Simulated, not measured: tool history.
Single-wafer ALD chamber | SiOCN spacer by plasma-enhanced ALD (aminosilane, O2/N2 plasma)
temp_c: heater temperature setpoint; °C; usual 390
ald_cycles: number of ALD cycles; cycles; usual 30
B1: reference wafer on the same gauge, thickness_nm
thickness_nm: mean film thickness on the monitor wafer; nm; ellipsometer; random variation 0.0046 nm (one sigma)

run 1 day=0 | temp_c=390 ald_cycles=30 | B1=1.809 | thickness_nm=1.843
run 2 day=1.325 | temp_c=390 ald_cycles=30 | B1=1.811 | thickness_nm=1.851
run 3 day=2.292 | temp_c=390 ald_cycles=30 | B1=1.809 | thickness_nm=1.845
run 4 day=3.479 | temp_c=390 ald_cycles=33 | B1=1.812 | thickness_nm=2.038
run 5 day=4.646 | temp_c=390 ald_cycles=33 | B1=1.815 | thickness_nm=2.037
run 6 day=5.742 | temp_c=390 ald_cycles=33 | B1=1.816 | thickness_nm=2.037
run 7 day=6.592 | temp_c=390 ald_cycles=30 | B1=1.817 | thickness_nm=1.851
run 8 day=7.571 | temp_c=390 ald_cycles=30 | B1=1.821 | thickness_nm=1.867

The next listed run, before its measurement:
run 9 day=8.971 | temp_c=384 ald_cycles=27 | B1=? | thickness_nm=?

{"run 9": {"B1": 1.821, "thickness_nm": 1.669}}
Without the tool's hidden state the same run would have given thickness_nm 1.639 nm.
